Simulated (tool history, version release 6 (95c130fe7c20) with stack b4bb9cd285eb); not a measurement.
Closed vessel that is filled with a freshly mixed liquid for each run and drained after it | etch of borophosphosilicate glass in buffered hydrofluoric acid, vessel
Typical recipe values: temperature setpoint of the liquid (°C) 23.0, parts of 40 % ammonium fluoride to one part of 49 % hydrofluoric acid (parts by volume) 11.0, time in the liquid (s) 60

run     day  temperature setpoint of the liquid (°C)  parts of 40 % ammonium fluoride to one part of 49 % hydrofluoric acid (parts by volume)  time in the liquid (s)  wafers since the last listed run  hours since the thermometer was replaced  hours since the hydrofluoric acid flow meter was replaced  hours since the gauge calibration  read-back film thickness of the borophosphosilicate glass reference wafer, read on the same gauge (nm)  thickness taken off the borophosphosilicate glass on a monitor wafer (Å)
  1   0.000                                     23.0                                                                                     11.0                      70                                 0                                    1827.5                                                      442.6                              549.0                                                                                                  140.01                                                                    1060.6
  2   1.321                                     23.0                                                                                     11.0                      70                              2134                                    1859.2                                                      474.3                              580.7                                                                                                  140.04                                                                    1056.5
  3   2.162                                     23.0                                                                                     11.0                      70                              1360                                    1879.4                                                      494.5                              600.9                                                                                                  140.02                                                                    1054.0
  4   2.996                                     23.0                                                                                     11.0                      60                              1346                                    1899.4                                                      514.5                              620.9                                                                                                  140.01                                                                     901.4
  5   4.150                                     21.0                                                                                     11.0                      60                              1864                                    1927.1                                                      542.2                              648.6                                                                                                  140.00                                                                     808.8
  6   4.654                                     21.0                                                                                     11.0                      60                               814                                    1939.2                                                      554.3                              660.7                                                                                                  140.01                                                                     808.0
  7   5.317                                     23.0                                                                                     11.0                      60                              1070                                    1955.1                                                      570.2                              676.6                                                                                                  139.98                                                                     906.4
  8   6.512                                     23.0                                                                                      9.0                      35                              1932                                    1983.8                                                      598.9                              705.3                                                                                                  140.04                                                                     621.2
  9   7.917                                     23.0                                                                                      9.0                      35                              2268                                    2017.5                                                      632.6                              739.0                                                                                                  140.06                                                                     622.4
 10   9.279                                     23.0                                                                                      9.0                      35                              2201                                    2050.2                                                      665.3                              771.7                                                                                                  140.00                                                                     626.4
 11  10.571                                     23.0                                                                                     11.0                      60                              2087                                    2081.2                                                      696.3                              802.7                                                                                                  139.97                                                                     897.4
 12  11.117                                     23.0                                                                                     11.0                      60                               881                                    2094.3                                                      709.4                              815.8                                                                                                  140.00                                                                     898.0
 13  11.975                                     23.0                                                                                     11.0                      60                              1386                                    2114.9                                                      730.0                              836.4                                                                                                  139.98                                                                     891.2
 14  13.404                                     23.0                                                                                     11.0                      60                              2309                                    2149.2                                                      764.3                              870.7                                                                                                  139.99                                                                     892.5
 15  14.254                                     28.0                                                                                     11.0                      80                              1373                                    2169.6                                                      784.7                              891.1                                                                                                  140.01                                                                    1558.7
     16.296  -- thermometer replaced
     16.879  -- gauge calibrated
 16  17.638                                     27.5                                                                                     11.0                      95                              5399                                      32.2                                                      865.9                               18.2                                                                                                  139.97                                                                    1809.1
 17  18.962                                     27.0                                                                                      8.0                      35                              2141                                      64.0                                                      897.7                               50.0                                                                                                  140.00                                                                     863.6
 18  20.079                                     24.5                                                                                     12.5                      35                              1804                                      90.8                                                      924.5                               76.8                                                                                                  140.00                                                                     497.2
     20.400  -- hydrofluoric acid flow meter replaced
 19  21.400                                     21.0                                                                                     11.0                      40                              2066                                     122.5                                                       24.0                              108.5                                                                                                  139.97                                                                     546.6
 20  22.238                                     25.5                                                                                     11.0                      60                              1353                                     142.6                                                       44.1                              128.6                                                                                                  139.96                                                                    1043.5
 21  23.533                                     23.0                                                                                     11.0                      60                              2093                                     173.7                                                       75.2                              159.7                                                                                                  139.98                                                                     912.5
 22  24.479                                     19.5                                                                                     10.0                      80                              1528                                     196.4                                                       97.9                              182.4                                                                                                  140.01                                                                    1097.3
 23  25.883                                     20.5                                                                                     13.0                      80                              2268                                     230.1                                                      131.6                              216.1                                                                                                  139.97                                                                     894.0
 24  26.475                                     20.5                                                                                     11.0                      50                               956                                     244.3                                                      145.8                              230.3                                                                                                  140.00                                                                     659.4
 25  29.858                                     23.0                                                                                     11.0                      60                              5466                                     325.5                                                      227.0                              311.5                                                                                                  140.02                                                                     902.4
 26  30.454                                     23.0                                                                                     11.0                      35                               962                                     339.8                                                      241.3                              325.8                                                                                                  139.97                                                                     528.7
 27  31.212                                     23.0                                                                                     11.0                      60                              1225                                     358.0                                                      259.5                              344.0                                                                                                  140.01                                                                     907.8

Forecast each of these 4 alternatives for the next run:
  A  31.242                                     23.0                                                                                     11.0                      60                                47                                     358.7                                                      260.2                              344.7                                                                                                       ?                                                                         ?
  B  31.242                                     20.0                                                                                     11.0                      60                                47                                     358.7                                                      260.2                              344.7                                                                                                       ?                                                                         ?
  C  31.242                                     20.5                                                                                     11.0                      60                                47                                     358.7                                                      260.2                              344.7                                                                                                       ?                                                                         ?
  D  31.242                                     26.0                                                                                     11.0                      30                                47                                     358.7                                                      260.2                              344.7                                                                                                       ?                                                                         ?

run  read-back film thickness of the borophosphosilicate glass reference wafer, read on the same gauge (nm)  thickness taken off the borophosphosilicate glass on a monitor wafer (Å)
  A                                                                                                  140.01                                                                     904.7
  B                                                                                                  140.01                                                                     767.5
  C                                                                                                  140.01                                                                     789.0
  D                                                                                                  140.01                                                                     531.5
Take away the tool's hidden state, keep each run's random variation, and the runs would have read:
run  thickness taken off the borophosphosilicate glass on a monitor wafer (Å)
  A                                                                     916.2
  B                                                                     777.4
  C                                                                     799.1
  D                                                                     538.3
